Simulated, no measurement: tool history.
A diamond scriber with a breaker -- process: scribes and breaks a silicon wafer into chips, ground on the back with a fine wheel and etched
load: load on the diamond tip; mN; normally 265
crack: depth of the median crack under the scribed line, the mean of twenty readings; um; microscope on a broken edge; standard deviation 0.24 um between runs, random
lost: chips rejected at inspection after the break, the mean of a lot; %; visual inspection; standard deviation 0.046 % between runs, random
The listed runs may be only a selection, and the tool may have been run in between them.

| run | day | load | wafers since the last listed run | hours since the diamond tip was replaced | hours since the load on the tip was calibrated | incoming depth of the damage left on the back of the incoming wafer, um | crack | lost |
|---|---|---|---|---|---|---|---|---|
| 1 | 0 | 265 | 0 | 713.1 | 433.8 | 0.5 | 13.7 | 1.67 |
| 2 | 1.279 | 265 | 81 | 743.8 | 464.5 | 0.51 | 13.69 | 1.87 |
| 3 | 1.779 | 265 | 31 | 755.8 | 476.5 | 0.42 | 13.63 | 2.07 |
| 4 | 3.079 | 265 | 82 | 787 | 507.7 | 0.45 | 13.54 | 2.24 |
| 5 | 4.388 | 265 | 82 | 818.4 | 539.1 | 0.69 | 13.24 | 2.5 |
| 6 | 5.479 | 265 | 69 | 844.6 | 565.3 | 0.79 | 12.95 | 2.35 |
| 7 | 6.55 | 308 | 67 | 870.3 | 591 | 0.39 | 14.15 | 0.77 |
| 8 | 7.192 | 265 | 40 | 885.7 | 606.4 | 0.43 | 12.88 | 3.01 |
| 9 | 7.942 | 265 | 47 | 903.7 | 624.4 | 0.56 | 12.7 | 3.09 |
| 10 | 8.462 | 265 | 33 | 916.2 | 636.9 | 0.32 | 13.53 | 3.2 |
| 11 | 9.567 | 265 | 69 | 942.7 | 663.4 | 0.49 | 13.22 | 3.78 |
| 12 | 10.35 | 209 | 49 | 961.5 | 682.2 | 0.57 | 11.12 | 18.02 |
| 13 | 11.271 | 209 | 58 | 983.6 | 704.3 | 0.31 | 11.1 | 17.77 |
| 14 | 12.7 | 323 | 90 | 1017.9 | 738.6 | 0.63 | 14.57 | 0.78 |
|  | 12.846 | load on the tip recalibrated |
| 15 | 13.904 | 230 | 71 | 1046.8 | 25.4 | 0.45 | 11.55 | 13.02 |
| 16 | 14.725 | 339 | 52 | 1066.5 | 45.1 | 0.45 | 15.12 | 0.9 |
| 17 | 15.904 | 192 | 74 | 1094.8 | 73.4 | 0.66 | 10.44 | 24.41 |
| 18 | 16.5 | 319 | 37 | 1109.1 | 87.7 | 0.32 | 13.56 | 0.78 |
| 19 | 17.667 | 265 | 73 | 1137.1 | 115.7 | 0.34 | 12.39 | 5.54 |
|  | 17.821 | diamond tip replaced by a new one |
| 20 | 18.829 | 214 | 68 | 24.2 | 143.6 | 0.75 | 10.5 | 32.11 |
| 21 | 19.654 | 214 | 52 | 44 | 163.4 | 0.64 | 10.52 | 31.38 |
| 22 | 20.962 | 320 | 82 | 75.4 | 194.8 | 0.3 | 12.68 | 4.91 |
| 23 | 21.479 | 313 | 32 | 87.8 | 207.2 | 0.66 | 12.58 | 5.34 |
| 24 | 22.408 | 219 | 58 | 110.1 | 229.5 | 0.67 | 10.6 | 29.97 |
| 25 | 23.233 | 294 | 52 | 129.9 | 249.3 | 0.74 | 12.21 | 8.46 |
|  | 23.667 | diamond tip replaced by a new one, repeated, since the last time left the tool worse |
| 26 | 24.638 | 209 | 83 | 23.3 | 283 | 0.5 | 12.59 | 6.24 |
| 27 | 26.742 | 224 | 133 | 73.8 | 333.5 | 0.58 | 13.15 | 4.39 |
| 28 | 28.208 | 265 | 92 | 109 | 368.7 | 0.34 | 14.34 | 0.71 |

Forecast each of these 4 alternatives for the next run:
| A | 28.233 | 265 | 1 | 109.6 | 369.3 | 0.39 | ? | ? |
| B | 28.233 | 229 | 1 | 109.6 | 369.3 | 0.39 | ? | ? |
| C | 28.233 | 243 | 1 | 109.6 | 369.3 | 0.39 | ? | ? |
| D | 28.233 | 315 | 1 | 109.6 | 369.3 | 0.39 | ? | ? |

| run | crack | lost |
|---|---|---|
| A | 14.48 | 0.69 |
| B | 13.3 | 3.12 |
| C | 13.77 | 1.64 |
| D | 16.04 | 3.37 |
Without the tool's unlogged condition, the same runs would have read:
| run | crack | lost |
|---|---|---|
| A | 14.57 | 0.68 |
| B | 13.39 | 2.79 |
| C | 13.86 | 1.44 |
| D | 16.14 | 3.74 |
